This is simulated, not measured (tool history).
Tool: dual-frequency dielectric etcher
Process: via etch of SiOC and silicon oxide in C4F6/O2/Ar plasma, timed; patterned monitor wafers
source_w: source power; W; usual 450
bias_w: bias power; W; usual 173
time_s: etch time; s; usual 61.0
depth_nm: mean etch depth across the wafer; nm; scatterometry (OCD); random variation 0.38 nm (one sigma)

run    hour  source_w  bias_w  time_s  read-back reference wafer on the same gauge, depth_nm  depth_nm
  1     0.0       450     173    61.0                                                   61.9      72.5
  2    92.1       450     173    61.0                                                   62.0      72.5
  3   183.8       450     173    61.0                                                   62.0      72.0
  4   291.7       450     173    61.0                                                   61.8      72.8
  5   376.5       450     173    61.0                                                   61.9      70.2
  6   445.7       450     173    61.0                                                   61.9      70.9
  7   533.6       450     173    61.0                                                   61.9      71.5
  8   590.6       450     173    61.0                                                   62.0      71.5
  9   694.4       450     173    61.0                                                   61.9      72.1
 10   735.3       450     173    66.5                                                   62.0      78.4
 11   803.5       450     173    61.0                                                   61.9      72.6
 12   876.3       450     173    61.0                                                   61.9      72.4
 13   936.9       450     173    61.0                                                   61.8      71.2
 14  1005.6       450     199    61.0                                                   61.8      76.3
 15  1113.2       450     199    61.0                                                   61.7      76.0
 16  1175.3       450     173    73.5                                                   61.9      86.3
 17  1255.3       370     173    61.0                                                   62.0      66.8
 18  1314.6       450     216    61.0                                                   61.9      80.6
 19  1389.4       480     173    43.0                                                   61.8      51.9
 20  1447.5       450     173    61.0                                                   61.9      73.2
 21  1545.2       450     173    61.0                                                   62.0      73.2
 22  1646.2       370     186    61.0                                                   61.8      68.1
 23  1744.7       510     160    76.5                                                   62.0      91.5
 24  1823.9       410     161    45.5                                                   61.8      49.8
 25  1917.9       450     199    46.0                                                   61.8      58.0
 26  1989.9       450     141    61.0                                                   62.0      65.6
 27  2043.3       450     173    61.0                                                   61.9      72.2
 28  2104.4       400     195    61.0                                                   61.9      73.3
 29  2170.3       450     173    61.0                                                   61.7      71.1
 30  2234.0       450     216    61.0                                                   61.8      78.3
 31  2297.7       450     173    61.0                                                   62.0      71.2

Taken out of this log: 8 entries between the listed runs. Where each belongs, and how the hidden state differs across it:
Between runs 4 and 5: wet clean of the chamber (hour 376.0)
  etch rate over this chamber's usual, %: 2.24 -> -0.331
  measured less the result without the state, depth_nm: +1.6 -> -0.3 nm
Between runs 12 and 13: source power generator calibrated (hour 908.2); wet clean of the chamber (hour 929.0); bias power generator calibrated (hour 930.1)
  etch rate over this chamber's usual, %: 1.87 -> -0.0403
  measured less the result without the state, depth_nm: +1.3 -> -0.1 nm
Between runs 14 and 15: gauge calibrated (hour 1049.3)
  etch rate over this chamber's usual, %: 0.262 -> 0.735
  measured less the result without the state, depth_nm: +0.2 -> +0.6 nm
Between runs 19 and 20: upper electrode replaced (hour 1420.5)
  etch rate over this chamber's usual, %: 1.95 -> 2.21
  measured less the result without the state, depth_nm: +0.9 -> +1.6 nm
Between runs 21 and 22: wet clean of the chamber (hour 1591.6)
  etch rate over this chamber's usual, %: 2.64 -> -0.0405
  measured less the result without the state, depth_nm: +1.9 -> +0.0 nm
Between runs 28 and 29: wet clean of the chamber (hour 2169.8)
  etch rate over this chamber's usual, %: 1.97 -> -0.154
  measured less the result without the state, depth_nm: +1.4 -> -0.2 nm
